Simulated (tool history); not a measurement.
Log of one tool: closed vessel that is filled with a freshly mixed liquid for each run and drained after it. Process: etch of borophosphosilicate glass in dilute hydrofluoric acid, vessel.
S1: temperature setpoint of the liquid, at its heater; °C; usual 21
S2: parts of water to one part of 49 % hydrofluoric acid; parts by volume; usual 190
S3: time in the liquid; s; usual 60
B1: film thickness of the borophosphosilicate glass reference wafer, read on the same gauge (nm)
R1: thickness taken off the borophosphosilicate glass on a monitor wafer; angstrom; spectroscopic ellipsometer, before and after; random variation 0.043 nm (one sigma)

run 1 hour=0 | S1=21 S2=190 S3=60 | B1=60.01 | R1=105.3
run 2 hour=11.3 | S1=21 S2=235 S3=70 | B1=60 | R1=94.8
run 3 hour=27.5 | S1=21 S2=235 S3=70 | B1=60 | R1=95
run 4 hour=33.6 | S1=21 S2=190 S3=60 | B1=59.98 | R1=105.1
run 5 hour=40.3 | S1=21 S2=190 S3=85 | B1=59.99 | R1=148
run 6 hour=52.2 | S1=21 S2=190 S3=85 | B1=60.01 | R1=148.3
run 7 hour=59.4 | S1=24.5 S2=190 S3=70 | B1=60 | R1=139
run 8 hour=66.2 | S1=24.5 S2=190 S3=70 | B1=59.99 | R1=138.5
run 9 hour=80.5 | S1=21 S2=190 S3=80 | B1=59.99 | R1=138.4
run 10 hour=119.9 | S1=21 S2=190 S3=80 | B1=60.01 | R1=138.5
run 11 hour=128 | S1=21 S2=190 S3=60 | B1=59.99 | R1=103.7
run 12 hour=139 | S1=21 S2=225 S3=35 | B1=59.99 | R1=53.4
run 13 hour=153.4 | S1=21 S2=165 S3=75 | B1=60.01 | R1=173
run 14 hour=165.5 | S1=21 S2=190 S3=60 | B1=60 | R1=117.1
run 15 hour=173.8 | S1=18.5 S2=250 S3=60 | B1=60.01 | R1=76.6
run 16 hour=182.7 | S1=17 S2=140 S3=70 | B1=59.99 | R1=166.2
run 17 hour=193 | S1=21 S2=165 S3=75 | B1=60.02 | R1=173.2
run 18 hour=207 | S1=18 S2=270 S3=35 | B1=60.01 | R1=39.7
run 19 hour=223.5 | S1=21 S2=190 S3=60 | B1=60.01 | R1=117
run 20 hour=236.3 | S1=17 S2=105 S3=60 | B1=60.02 | R1=196
run 21 hour=243.3 | S1=22.5 S2=280 S3=40 | B1=60.01 | R1=51
run 22 hour=251.5 | S1=17 S2=105 S3=40 | B1=60 | R1=129.3
run 23 hour=265.7 | S1=18 S2=190 S3=60 | B1=60 | R1=102.5

Not shown: 4 entries that the log had between the listed runs. Between which runs, and how does the tool's hidden state differ before and after?
Between runs 2 and 3: gauge calibrated (hour 14.5)
  liquid colder than its thermometer reads (K): 2.01 -> 2.04; hydrofluoric acid flow below the setpoint (%): 3.23 -> 3.32
  measured less the result without the state, R1: -11.6 -> -11.9 angstrom
Between runs 11 and 12: thermometer replaced (hour 130.9)
  liquid colder than its thermometer reads (K): 2.22 -> 0.0464; hydrofluoric acid flow below the setpoint (%): 3.84 -> 3.9
  measured less the result without the state, R1: -14.7 -> -2.7 angstrom
Between runs 12 and 13: hydrofluoric acid flow meter replaced (hour 150.6)
  liquid colder than its thermometer reads (K): 0.0464 -> 0.0715; hydrofluoric acid flow below the setpoint (%): 3.9 -> 0.295
  measured less the result without the state, R1: -2.7 -> -1.1 angstrom
Between runs 18 and 19: gauge calibrated (hour 207.7)
  liquid colder than its thermometer reads (K): 0.165 -> 0.194; hydrofluoric acid flow below the setpoint (%): 0.575 -> 0.661
  measured less the result without the state, R1: -0.5 -> -1.8 angstrom
